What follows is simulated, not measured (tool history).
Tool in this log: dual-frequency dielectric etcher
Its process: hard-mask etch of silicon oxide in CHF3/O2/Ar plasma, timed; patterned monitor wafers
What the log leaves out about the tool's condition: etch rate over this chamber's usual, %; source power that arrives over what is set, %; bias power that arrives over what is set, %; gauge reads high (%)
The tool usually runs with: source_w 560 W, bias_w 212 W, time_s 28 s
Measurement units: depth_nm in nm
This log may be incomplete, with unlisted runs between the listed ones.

| run | day | source_w | bias_w | time_s | wafers since the last listed run | hours since the last wet clean | hours since the last source power generator calibration | hours since the last bias power generator calibration | hours since the last upper electrode change | hours since the gauge calibration | read-back reference wafer on the same gauge, depth_nm | depth_nm |
|---|---|---|---|---|---|---|---|---|---|---|---|---|
| 1 | 0 | 560 | 212 | 28 | 0 | 186.1 | 1625.4 | 4977.4 | 3884.6 | 587.6 | 44.4 | 55.7 |
|  | 0.438 | bias power generator calibrated |
| 2 | 0.767 | 560 | 212 | 28 | 197 | 204.5 | 1643.8 | 7.9 | 3903 | 606 | 44.4 | 55.7 |
| 3 | 1.812 | 560 | 212 | 28 | 344 | 229.6 | 1668.9 | 33 | 3928.1 | 631.1 | 44.4 | 56 |
| 4 | 2.354 | 560 | 212 | 28 | 178 | 242.6 | 1681.9 | 46 | 3941.1 | 644.1 | 44.4 | 55.9 |
| 5 | 3.138 | 560 | 212 | 28 | 258 | 261.4 | 1700.7 | 64.8 | 3959.9 | 662.9 | 44.4 | 56.1 |
|  | 4.925 | upper electrode replaced |
|  | 5.442 | source power generator calibrated |
| 6 | 6.592 | 510 | 212 | 28 | 754 | 344.3 | 27.6 | 147.7 | 40 | 745.8 | 44.4 | 53.5 |
| 7 | 7.967 | 450 | 212 | 23.5 | 453 | 377.3 | 60.6 | 180.7 | 73 | 778.8 | 44.4 | 43.1 |
| 8 | 9.054 | 650 | 181 | 36.5 | 358 | 403.4 | 86.7 | 206.8 | 99.1 | 804.9 | 44.4 | 72.3 |
|  | 9.429 | gauge calibrated |
| 9 | 9.962 | 560 | 243 | 28 | 299 | 425.2 | 108.5 | 228.6 | 120.9 | 12.8 | 44.4 | 58.6 |
| 10 | 10.538 | 460 | 260 | 25 | 189 | 439 | 122.3 | 242.4 | 134.7 | 26.6 | 44.4 | 50 |
|  | 12.625 | wet clean of the chamber |
| 11 | 12.646 | 560 | 212 | 28 | 365 | 0.5 | 172.9 | 293 | 185.3 | 77.2 | 44.4 | 54.7 |
| 12 | 12.662 | 630 | 181 | 28 | 5 | 0.9 | 173.3 | 293.4 | 185.7 | 77.6 | 44.4 | 53.9 |
| 13 | 13.221 | 560 | 212 | 28 | 184 | 14.3 | 186.7 | 306.8 | 199.1 | 91 | 44.4 | 54.9 |
| 14 | 14.408 | 560 | 177 | 32 | 391 | 42.8 | 215.2 | 335.3 | 227.6 | 119.5 | 44.4 | 58.8 |
| 15 | 15.742 | 630 | 181 | 28 | 439 | 74.8 | 247.2 | 367.3 | 259.6 | 151.5 | 44.4 | 54.5 |
| 16 | 16.358 | 510 | 212 | 24 | 203 | 89.6 | 262 | 382.1 | 274.4 | 166.3 | 44.4 | 45.8 |
| 17 | 17.204 | 560 | 212 | 28 | 278 | 109.9 | 282.3 | 402.4 | 294.7 | 186.6 | 44.4 | 55.3 |
| 18 | 18.679 | 560 | 212 | 25 | 486 | 145.3 | 317.7 | 437.8 | 330.1 | 222 | 44.4 | 49.4 |
| 19 | 19.875 | 450 | 241 | 35.5 | 394 | 174 | 346.4 | 466.5 | 358.8 | 250.7 | 44.4 | 68.3 |
| 20 | 20.4 | 560 | 212 | 28 | 173 | 186.6 | 359 | 479.1 | 371.4 | 263.3 | 44.4 | 55.4 |
| 21 | 21.142 | 560 | 212 | 28 | 244 | 204.4 | 376.8 | 496.9 | 389.2 | 281.1 | 44.4 | 55.7 |
| 22 | 22.212 | 490 | 246 | 33.5 | 353 | 230.1 | 402.5 | 522.6 | 414.9 | 306.8 | 44.4 | 67.2 |
| 23 | 22.717 | 560 | 165 | 28 | 166 | 242.2 | 414.6 | 534.7 | 427 | 318.9 | 44.4 | 50.9 |
| 24 | 23.354 | 520 | 229 | 31.5 | 210 | 257.5 | 429.9 | 550 | 442.3 | 334.2 | 44.4 | 62.9 |
| 25 | 23.975 | 440 | 262 | 28 | 204 | 272.4 | 444.8 | 564.9 | 457.2 | 349.1 | 44.4 | 55.7 |
| 26 | 24.679 | 480 | 212 | 36 | 232 | 289.3 | 461.7 | 581.8 | 474.1 | 366 | 44.4 | 68 |
| 27 | 26.204 | 450 | 228 | 25.5 | 502 | 325.9 | 498.3 | 618.4 | 510.7 | 402.6 | 44.4 | 48.6 |

Run 28 is up next; what results do you expect?
| 28 | 27.038 | 560 | 212 | 23 | 274 | 345.9 | 518.3 | 638.4 | 530.7 | 422.6 | ? | ? |

{"run 28": {"read-back reference wafer on the same gauge, depth_nm": 44.4, "depth_nm": 46.1}}
Minus the tool's unlogged condition, the same run would have read depth_nm 44.6 nm.

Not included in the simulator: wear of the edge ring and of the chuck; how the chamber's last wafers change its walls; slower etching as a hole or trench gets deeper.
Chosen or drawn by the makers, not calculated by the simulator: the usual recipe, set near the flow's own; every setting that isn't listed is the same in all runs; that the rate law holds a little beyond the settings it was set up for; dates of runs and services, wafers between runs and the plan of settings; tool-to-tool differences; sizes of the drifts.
